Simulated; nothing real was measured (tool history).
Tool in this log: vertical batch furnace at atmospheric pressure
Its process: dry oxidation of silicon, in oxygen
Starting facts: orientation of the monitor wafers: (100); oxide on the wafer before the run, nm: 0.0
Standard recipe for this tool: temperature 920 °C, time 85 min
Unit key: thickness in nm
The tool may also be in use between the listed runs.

run,day,temperature,time,wafers since the last listed run,hours since the last temperature calibration,hours since the boat lift was adjusted,hours since the gauge calibration,"read-back reference wafer on the same gauge, thickness",thickness
1,0,901,85,0,1208.7,954.3,936.7,34.19,24.41
2,1.654,901,85,584,1248.4,994,976.4,34.21,24.43
3,3.912,901,85,797,1302.6,1048.2,1030.6,34.19,24.22
4,6.65,936,113,967,1368.3,1113.9,1096.3,34.16,42.17
5,8.479,936,113,646,1412.2,1157.8,1140.2,34.14,42.03
6,9.504,920,85,362,1436.8,1182.4,1164.8,34.13,29.41
7,11.15,920,85,581,1476.3,1221.9,1204.3,34.11,29.36
8,12.992,920,112,650,1520.5,1266.1,1248.5,34.11,35.47
9,14.238,920,112,440,1550.4,1296,1278.4,34.13,35.48
10,16.296,920,85,727,1599.8,1345.4,1327.8,34.12,29.51
11,22.983,920,85,2362,1760.3,1505.9,1488.3,34.1,29.28
12,25.904,920,85,1032,1830.4,1576,1558.4,34.09,29.53
13,27.962,929,103,727,1879.8,1625.4,1607.8,34.09,36.69
# day 29.362: gauge calibrated
# day 30.629: boat lift adjusted
14,30.65,907,85,596,1944.3,0.5,30.9,34.9,26.38
15,32.746,907,85,740,1994.6,50.8,81.2,34.78,26.4
16,34.592,907,85,652,2038.9,95.1,125.5,34.74,26.34
17,37.142,920,85,901,2100.1,156.3,186.7,34.68,29.88
18,38.35,902,64.5,426,2129.1,185.3,215.7,34.64,20.85
19,41.433,937,113.5,1089,2203.1,259.3,289.7,34.59,43.3
20,42.808,920,100.5,485,2236.1,292.3,322.7,34.52,33.36
21,50.35,906,127,2664,2417.1,473.3,503.7,34.39,33.68
22,51.504,920,85,407,2444.8,501,531.4,34.4,29.5
23,53.783,920,85,805,2499.5,555.7,586.1,34.33,29.57
24,56.596,920,85,993,2567,623.2,653.6,34.3,29.45
25,58.908,899,85,817,2622.5,678.7,709.1,34.27,24.03
# day 61.179: thermocouples replaced and temperature profile calibrated
26,64.383,898,102,1581,76.9,810.1,840.5,34.24,26.69
27,65.5,931,85,394,103.7,836.9,867.3,34.24,32.87
28,66.517,932,118,359,128.1,861.3,891.7,34.2,41.72
29,68.046,920,85,540,164.8,898,928.4,34.24,29.42
30,69.921,931,114,662,209.8,943,973.4,34.2,40.31
31,72.6,932,64.5,946,274.1,1007.3,1037.7,34.18,27.47
32,74.35,920,63.5,618,316.1,1049.3,1079.7,34.16,24.16
33,76.858,912,99.5,886,376.3,1109.5,1139.9,34.14,30.2
34,78.108,898,120.5,441,406.3,1139.5,1169.9,34.15,29.72
35,83.679,920,63.5,1968,540,1273.2,1303.6,34.13,24.31
36,85.746,902,120.5,730,589.6,1322.8,1353.2,34.12,30.97
37,88.688,912,103,1039,660.2,1393.4,1423.8,34.12,30.92
38,95.192,900,85,2298,816.3,1549.5,1579.9,34.1,24.05
39,97.85,920,116,939,880.1,1613.3,1643.7,34.1,36.32
40,98.992,908,85,403,907.5,1640.7,1671.1,34.09,25.94

Forecast each of these 3 alternatives for the next run:
A,99.221,920,126.5,80,913,1646.2,1676.6,?,?
B,99.221,942,45.5,80,913,1646.2,1676.6,?,?
C,99.221,920,107.5,80,913,1646.2,1676.6,?,?

run,"read-back reference wafer on the same gauge, thickness",thickness
A,34.1,38.49
B,34.1,24.12
C,34.1,34.38
Without the tool's unlogged condition, the same runs would have read:
run,thickness
A,39.29
B,24.62
C,35.09
